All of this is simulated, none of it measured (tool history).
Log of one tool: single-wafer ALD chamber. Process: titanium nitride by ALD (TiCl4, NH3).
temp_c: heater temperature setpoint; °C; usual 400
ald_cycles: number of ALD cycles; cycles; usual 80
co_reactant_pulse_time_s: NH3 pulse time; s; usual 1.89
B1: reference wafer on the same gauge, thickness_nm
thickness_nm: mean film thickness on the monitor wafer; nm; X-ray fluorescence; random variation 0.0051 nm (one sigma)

{"run": 1, "hour": 0.0, "temp_c": 400, "ald_cycles": 80, "co_reactant_pulse_time_s": 2.36, "B1": 2.129, "thickness_nm": 2.046}
{"run": 2, "hour": 90.6, "temp_c": 393, "ald_cycles": 80, "co_reactant_pulse_time_s": 1.54, "B1": 2.129, "thickness_nm": 1.991}
{"run": 3, "hour": 151.1, "temp_c": 393, "ald_cycles": 80, "co_reactant_pulse_time_s": 1.54, "B1": 2.13, "thickness_nm": 1.998}
{"run": 4, "hour": 247.0, "temp_c": 393, "ald_cycles": 80, "co_reactant_pulse_time_s": 1.54, "B1": 2.131, "thickness_nm": 1.988}
{"run": 5, "hour": 305.7, "temp_c": 400, "ald_cycles": 80, "co_reactant_pulse_time_s": 1.89, "B1": 2.129, "thickness_nm": 2.032}
{"run": 6, "hour": 386.3, "temp_c": 400, "ald_cycles": 80, "co_reactant_pulse_time_s": 1.89, "B1": 2.131, "thickness_nm": 2.034}
{"run": 7, "hour": 654.7, "temp_c": 400, "ald_cycles": 80, "co_reactant_pulse_time_s": 1.89, "B1": 2.131, "thickness_nm": 2.039}
{"run": 8, "hour": 840.0, "temp_c": 409, "ald_cycles": 92, "co_reactant_pulse_time_s": 1.89, "B1": 2.13, "thickness_nm": 2.351}
{"run": 9, "hour": 937.2, "temp_c": 409, "ald_cycles": 92, "co_reactant_pulse_time_s": 1.89, "B1": 2.128, "thickness_nm": 2.328}
{"run": 10, "hour": 975.3, "temp_c": 400, "ald_cycles": 80, "co_reactant_pulse_time_s": 1.89, "B1": 2.128, "thickness_nm": 2.026}
{"run": 11, "hour": 1018.4, "temp_c": 400, "ald_cycles": 80, "co_reactant_pulse_time_s": 1.89, "B1": 2.132, "thickness_nm": 2.022}
{"run": 12, "hour": 1094.6, "temp_c": 400, "ald_cycles": 80, "co_reactant_pulse_time_s": 1.89, "B1": 2.13, "thickness_nm": 2.039}
{"run": 13, "hour": 1178.6, "temp_c": 400, "ald_cycles": 80, "co_reactant_pulse_time_s": 1.89, "B1": 2.129, "thickness_nm": 2.032}
{"run": 14, "hour": 1379.9, "temp_c": 400, "ald_cycles": 68, "co_reactant_pulse_time_s": 1.89, "B1": 2.132, "thickness_nm": 1.727}
{"hour": 1471.7, "done": "showerhead replaced"}
{"run": 15, "hour": 1472.8, "temp_c": 400, "ald_cycles": 68, "co_reactant_pulse_time_s": 1.89, "B1": 2.127, "thickness_nm": 1.732}
{"run": 16, "hour": 1577.6, "temp_c": 400, "ald_cycles": 80, "co_reactant_pulse_time_s": 1.89, "B1": 2.132, "thickness_nm": 2.039}
{"hour": 1579.4, "done": "gauge calibrated"}
{"run": 17, "hour": 1623.7, "temp_c": 400, "ald_cycles": 71, "co_reactant_pulse_time_s": 1.68, "B1": 2.128, "thickness_nm": 1.783}
{"run": 18, "hour": 1726.9, "temp_c": 389, "ald_cycles": 65, "co_reactant_pulse_time_s": 2.2, "B1": 2.131, "thickness_nm": 1.652}
{"run": 19, "hour": 1814.9, "temp_c": 390, "ald_cycles": 89, "co_reactant_pulse_time_s": 2.47, "B1": 2.132, "thickness_nm": 2.264}
{"run": 20, "hour": 1893.8, "temp_c": 400, "ald_cycles": 65, "co_reactant_pulse_time_s": 1.69, "B1": 2.129, "thickness_nm": 1.633}
{"run": 21, "hour": 1972.5, "temp_c": 410, "ald_cycles": 69, "co_reactant_pulse_time_s": 1.42, "B1": 2.128, "thickness_nm": 1.733}
{"hour": 2024.1, "done": "thermocouple changed; heater temperature recalibrated"}
{"run": 22, "hour": 2024.6, "temp_c": 406, "ald_cycles": 80, "co_reactant_pulse_time_s": 1.51, "B1": 2.129, "thickness_nm": 2.015}
{"run": 23, "hour": 2116.9, "temp_c": 395, "ald_cycles": 65, "co_reactant_pulse_time_s": 1.38, "B1": 2.13, "thickness_nm": 1.608}
{"run": 24, "hour": 2181.4, "temp_c": 394, "ald_cycles": 80, "co_reactant_pulse_time_s": 2.54, "B1": 2.132, "thickness_nm": 2.055}
{"run": 25, "hour": 2249.9, "temp_c": 400, "ald_cycles": 80, "co_reactant_pulse_time_s": 1.89, "B1": 2.129, "thickness_nm": 2.027}
{"run": 26, "hour": 2314.3, "temp_c": 400, "ald_cycles": 80, "co_reactant_pulse_time_s": 1.89, "B1": 2.132, "thickness_nm": 2.026}
{"run": 27, "hour": 2415.7, "temp_c": 409, "ald_cycles": 75, "co_reactant_pulse_time_s": 2.14, "B1": 2.131, "thickness_nm": 1.915}
{"run": 28, "hour": 2520.7, "temp_c": 393, "ald_cycles": 80, "co_reactant_pulse_time_s": 1.22, "B1": 2.129, "thickness_nm": 1.959}
{"run": 29, "hour": 2602.6, "temp_c": 400, "ald_cycles": 80, "co_reactant_pulse_time_s": 1.89, "B1": 2.13, "thickness_nm": 2.03}
{"run": 30, "hour": 2702.8, "temp_c": 400, "ald_cycles": 80, "co_reactant_pulse_time_s": 1.89, "B1": 2.129, "thickness_nm": 2.025}

Forecast each of these 5 alternatives for the next run:
{"run": "A", "hour": 2703.4, "temp_c": 400, "ald_cycles": 80, "co_reactant_pulse_time_s": 1.89, "B1": "?", "thickness_nm": "?"}
{"run": "B", "hour": 2703.4, "temp_c": 386, "ald_cycles": 86, "co_reactant_pulse_time_s": 2.23, "B1": "?", "thickness_nm": "?"}
{"run": "C", "hour": 2703.4, "temp_c": 400, "ald_cycles": 88, "co_reactant_pulse_time_s": 1.89, "B1": "?", "thickness_nm": "?"}
{"run": "D", "hour": 2703.4, "temp_c": 400, "ald_cycles": 90, "co_reactant_pulse_time_s": 2.38, "B1": "?", "thickness_nm": "?"}
{"run": "E", "hour": 2703.4, "temp_c": 400, "ald_cycles": 73, "co_reactant_pulse_time_s": 2.33, "B1": "?", "thickness_nm": "?"}

run=A B1=2.131 thickness_nm=2.024
run=B B1=2.131 thickness_nm=2.169
run=C B1=2.131 thickness_nm=2.226
run=D B1=2.131 thickness_nm=2.301
run=E B1=2.131 thickness_nm=1.865
Without the tool's hidden state the same runs would have given:
run=A thickness_nm=2.024
run=B thickness_nm=2.169
run=C thickness_nm=2.226
run=D thickness_nm=2.301
run=E thickness_nm=1.865

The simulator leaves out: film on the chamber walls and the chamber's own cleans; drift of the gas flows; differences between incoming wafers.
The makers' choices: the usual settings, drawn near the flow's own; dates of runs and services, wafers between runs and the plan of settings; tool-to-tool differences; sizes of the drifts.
